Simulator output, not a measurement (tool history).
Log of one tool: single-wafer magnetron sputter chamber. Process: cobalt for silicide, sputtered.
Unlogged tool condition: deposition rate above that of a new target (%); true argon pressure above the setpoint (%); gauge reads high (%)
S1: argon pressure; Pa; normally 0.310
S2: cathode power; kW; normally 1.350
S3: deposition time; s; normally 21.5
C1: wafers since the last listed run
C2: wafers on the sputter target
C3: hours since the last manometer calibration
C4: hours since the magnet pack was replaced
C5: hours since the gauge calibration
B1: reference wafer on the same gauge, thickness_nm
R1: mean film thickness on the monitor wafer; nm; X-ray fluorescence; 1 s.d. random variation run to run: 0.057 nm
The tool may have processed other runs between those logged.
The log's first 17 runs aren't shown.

-- hour=966.2 gauge calibrated
run 18 hour=970.5 | S1=0.193 S2=1.150 S3=25.1 | C1=2840 C2=5116 C3=1829.7 C4=872.4 C5=4.3 | B1=17.796 | R1=15.378
run 19 hour=1000.6 | S1=0.310 S2=1.350 S3=21.5 | C1=444 C2=5560 C3=1859.8 C4=902.5 C5=34.4 | B1=17.818 | R1=14.838
run 20 hour=1056.2 | S1=0.405 S2=1.500 S3=24.1 | C1=820 C2=6380 C3=1915.4 C4=958.1 C5=90.0 | B1=17.810 | R1=17.692
run 21 hour=1082.3 | S1=0.237 S2=1.500 S3=18.4 | C1=385 C2=6765 C3=1941.5 C4=984.2 C5=116.1 | B1=17.795 | R1=14.333
run 22 hour=1151.7 | S1=0.419 S2=1.350 S3=25.6 | C1=1024 C2=7789 C3=2010.9 C4=1053.6 C5=185.5 | B1=17.819 | R1=16.938
-- hour=1214.7 sputter target and shields replaced
-- hour=1260.9 capacitance manometer re-zeroed and calibrated
run 23 hour=1264.6 | S1=0.209 S2=1.500 S3=21.5 | C1=1429 C2=617 C3=3.7 C4=1166.5 C5=298.4 | B1=17.800 | R1=17.272
run 24 hour=1332.8 | S1=0.310 S2=1.350 S3=21.5 | C1=1006 C2=1624 C3=71.9 C4=1234.7 C5=366.6 | B1=17.789 | R1=14.768
run 25 hour=1389.2 | S1=0.310 S2=1.350 S3=21.5 | C1=832 C2=2456 C3=128.3 C4=1291.1 C5=423.0 | B1=17.790 | R1=14.707
run 26 hour=1429.1 | S1=0.215 S2=1.200 S3=17.8 | C1=588 C2=3045 C3=168.2 C4=1331.0 C5=462.9 | B1=17.807 | R1=11.217
run 27 hour=1465.6 | S1=0.403 S2=1.600 S3=22.9 | C1=538 C2=3583 C3=204.7 C4=1367.5 C5=499.4 | B1=17.812 | R1=18.073
run 28 hour=1503.9 | S1=0.310 S2=1.350 S3=21.5 | C1=565 C2=4148 C3=243.0 C4=1405.8 C5=537.7 | B1=17.793 | R1=14.661
run 29 hour=1531.7 | S1=0.408 S2=1.350 S3=21.5 | C1=410 C2=4558 C3=270.8 C4=1433.6 C5=565.5 | B1=17.792 | R1=14.189
run 30 hour=1584.1 | S1=0.255 S2=1.200 S3=25.3 | C1=773 C2=5332 C3=323.2 C4=1486.0 C5=617.9 | B1=17.800 | R1=15.672

Run 31 has not been measured yet. What should we expect?
run 31 hour=1626.3 | S1=0.380 S2=1.350 S3=21.5 | C1=622 C2=5954 C3=365.4 C4=1528.2 C5=660.1 | B1=? | R1=?

Run 31 gave B1 17.798, R1 14.324 nm.
Were there no unlogged condition in the tool, this run, its random variation unchanged, would have produced R1 14.805 nm.
